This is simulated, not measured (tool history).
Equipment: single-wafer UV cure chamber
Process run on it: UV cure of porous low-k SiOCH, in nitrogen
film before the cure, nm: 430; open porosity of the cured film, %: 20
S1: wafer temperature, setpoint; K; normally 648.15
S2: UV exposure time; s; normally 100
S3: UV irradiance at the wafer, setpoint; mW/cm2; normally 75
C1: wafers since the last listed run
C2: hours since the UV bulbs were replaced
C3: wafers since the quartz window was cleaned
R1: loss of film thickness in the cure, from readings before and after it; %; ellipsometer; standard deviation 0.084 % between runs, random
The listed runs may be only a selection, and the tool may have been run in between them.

run 1 hour=0 | S1=648.15 S2=125 S3=101 | C1=0 C2=1984.8 C3=800 | R1=6.74
run 2 hour=16 | S1=648.15 S2=100 S3=75 | C1=105 C2=2000.8 C3=905 | R1=4.953
run 3 hour=51.2 | S1=643.15 S2=100 S3=75 | C1=231 C2=2036 C3=1137 | R1=4.911
run 4 hour=72.3 | S1=643.15 S2=100 S3=75 | C1=138 C2=2057.1 C3=1276 | R1=4.763
run 5 hour=93.4 | S1=657.15 S2=100 S3=51 | C1=138 C2=2078.2 C3=1415 | R1=3.667
run 6 hour=119.8 | S1=648.15 S2=100 S3=75 | C1=173 C2=2104.6 C3=1589 | R1=4.734
run 7 hour=145.8 | S1=648.15 S2=100 S3=75 | C1=171 C2=2130.6 C3=1760 | R1=4.772
run 8 hour=171.6 | S1=648.15 S2=100 S3=75 | C1=169 C2=2156.4 C3=1930 | R1=4.778
run 9 hour=198.8 | S1=633.15 S2=130 S3=75 | C1=179 C2=2183.6 C3=2109 | R1=5.382
run 10 hour=227.3 | S1=633.15 S2=130 S3=75 | C1=187 C2=2212.1 C3=2297 | R1=5.337
run 11 hour=243.4 | S1=633.15 S2=130 S3=75 | C1=106 C2=2228.2 C3=2403 | R1=5.225
run 12 hour=259 | S1=648.15 S2=100 S3=52 | C1=102 C2=2243.8 C3=2505 | R1=3.461
run 13 hour=288.3 | S1=630.15 S2=100 S3=75 | C1=192 C2=2273.1 C3=2698 | R1=4.361
run 14 hour=304.2 | S1=659.15 S2=130 S3=40 | C1=104 C2=2289 C3=2803 | R1=3.617
-- hour=312.9 quartz window cleaned
run 15 hour=317.7 | S1=643.15 S2=100 S3=75 | C1=36 C2=2302.5 C3=31 | R1=4.429
run 16 hour=331.3 | S1=667.15 S2=60 S3=75 | C1=89 C2=2316.1 C3=121 | R1=3.27
-- hour=355.8 UV bulbs replaced
run 17 hour=356.3 | S1=648.15 S2=100 S3=75 | C1=111 C2=0.5 C3=233 | R1=5.836
run 18 hour=390.7 | S1=648.15 S2=100 S3=75 | C1=226 C2=34.9 C3=459 | R1=5.86
run 19 hour=421.5 | S1=641.15 S2=100 S3=75 | C1=202 C2=65.7 C3=662 | R1=5.831
run 20 hour=513.6 | S1=664.15 S2=50 S3=75 | C1=606 C2=157.8 C3=1269 | R1=3.841
run 21 hour=529.3 | S1=637.15 S2=100 S3=40 | C1=103 C2=173.5 C3=1372 | R1=3.741
run 22 hour=544.8 | S1=648.15 S2=100 S3=75 | C1=102 C2=189 C3=1474 | R1=6.13

Predict each of these 5 candidate next runs independently; none follows another, all start after run 22:
run A hour=545.3 | S1=648.15 S2=100 S3=75 | C1=3 C2=189.5 C3=1477 | R1=?
run B hour=545.3 | S1=648.15 S2=150 S3=75 | C1=3 C2=189.5 C3=1477 | R1=?
run C hour=545.3 | S1=642.15 S2=150 S3=98 | C1=3 C2=189.5 C3=1477 | R1=?
run D hour=545.3 | S1=631.15 S2=145 S3=75 | C1=3 C2=189.5 C3=1477 | R1=?
run E hour=545.3 | S1=662.15 S2=100 S3=100 | C1=3 C2=189.5 C3=1477 | R1=?

run=A R1=5.998
run=B R1=7.584
run=C R1=8.585
run=D R1=7.157
run=E R1=7.338
What these runs would have given with no unlogged condition in the tool:
run=A R1=6.146
run=B R1=7.744
run=C R1=8.75
run=D R1=7.314
run=E R1=7.497

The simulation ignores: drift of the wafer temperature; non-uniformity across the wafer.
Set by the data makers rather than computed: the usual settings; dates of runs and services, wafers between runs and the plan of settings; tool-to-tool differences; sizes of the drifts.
